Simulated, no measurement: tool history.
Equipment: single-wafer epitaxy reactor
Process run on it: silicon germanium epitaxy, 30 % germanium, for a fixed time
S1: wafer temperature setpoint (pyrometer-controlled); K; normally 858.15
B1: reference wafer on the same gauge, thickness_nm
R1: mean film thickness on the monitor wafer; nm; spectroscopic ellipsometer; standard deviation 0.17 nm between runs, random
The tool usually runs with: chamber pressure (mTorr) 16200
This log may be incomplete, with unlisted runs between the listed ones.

{"run": 1, "day": 0.0, "S1": 864.15, "chamber pressure (mTorr)": 19400, "B1": 38.908, "R1": 45.764}
{"day": 0.854, "done": "gauge calibrated"}
{"run": 2, "day": 1.162, "S1": 864.15, "chamber pressure (mTorr)": 19400, "B1": 38.883, "R1": 45.698}
{"run": 3, "day": 1.875, "S1": 858.15, "chamber pressure (mTorr)": 16200, "B1": 38.907, "R1": 37.825}
{"run": 4, "day": 2.904, "S1": 858.15, "chamber pressure (mTorr)": 16200, "B1": 38.899, "R1": 37.478}
{"run": 5, "day": 3.596, "S1": 858.15, "chamber pressure (mTorr)": 15100, "B1": 38.894, "R1": 36.795}
{"run": 6, "day": 4.767, "S1": 858.15, "chamber pressure (mTorr)": 16200, "B1": 38.909, "R1": 37.622}
{"run": 7, "day": 5.65, "S1": 858.15, "chamber pressure (mTorr)": 16200, "B1": 38.926, "R1": 37.693}
{"day": 6.7, "done": "showerhead replaced"}
{"run": 8, "day": 6.721, "S1": 858.15, "chamber pressure (mTorr)": 16200, "B1": 38.905, "R1": 37.608}
{"run": 9, "day": 7.171, "S1": 858.15, "chamber pressure (mTorr)": 16200, "B1": 38.9, "R1": 37.394}
{"run": 10, "day": 8.233, "S1": 858.15, "chamber pressure (mTorr)": 16200, "B1": 38.87, "R1": 37.261}
{"day": 10.283, "done": "capacitance manometer re-zeroed and calibrated"}
{"run": 11, "day": 11.008, "S1": 865.15, "chamber pressure (mTorr)": 18900, "B1": 38.89, "R1": 45.977}
{"day": 11.671, "done": "pyrometer calibrated"}
{"run": 12, "day": 11.817, "S1": 870.15, "chamber pressure (mTorr)": 19900, "B1": 38.939, "R1": 56.807}
{"day": 13.108, "done": "gauge calibrated"}
{"run": 13, "day": 13.304, "S1": 863.15, "chamber pressure (mTorr)": 18300, "B1": 38.895, "R1": 47.805}
{"run": 14, "day": 13.983, "S1": 848.15, "chamber pressure (mTorr)": 16200, "B1": 38.909, "R1": 33.009}
{"run": 15, "day": 15.004, "S1": 854.15, "chamber pressure (mTorr)": 15000, "B1": 38.879, "R1": 36.79}
{"run": 16, "day": 15.742, "S1": 844.15, "chamber pressure (mTorr)": 13800, "B1": 38.885, "R1": 28.624}
{"run": 17, "day": 16.917, "S1": 863.15, "chamber pressure (mTorr)": 12800, "B1": 38.915, "R1": 42.019}

4 options for the next run, each taken on its own from the tool as it stands now. Forecast them:
{"run": "A", "day": 16.933, "S1": 858.15, "chamber pressure (mTorr)": 16200, "B1": "?", "R1": "?"}
{"run": "B", "day": 16.933, "S1": 862.15, "chamber pressure (mTorr)": 14700, "B1": "?", "R1": "?"}
{"run": "C", "day": 16.933, "S1": 858.15, "chamber pressure (mTorr)": 19400, "B1": "?", "R1": "?"}
{"run": "D", "day": 16.933, "S1": 858.15, "chamber pressure (mTorr)": 19300, "B1": "?", "R1": "?"}

run=A B1=38.916 R1=41.162
run=B B1=38.916 R1=43.426
run=C B1=38.916 R1=43.765
run=D B1=38.916 R1=43.687
Take away the tool's hidden state, keep each run's random variation, and the runs would have read:
run=A R1=41.625
run=B R1=43.910
run=C R1=44.258
run=D R1=44.179
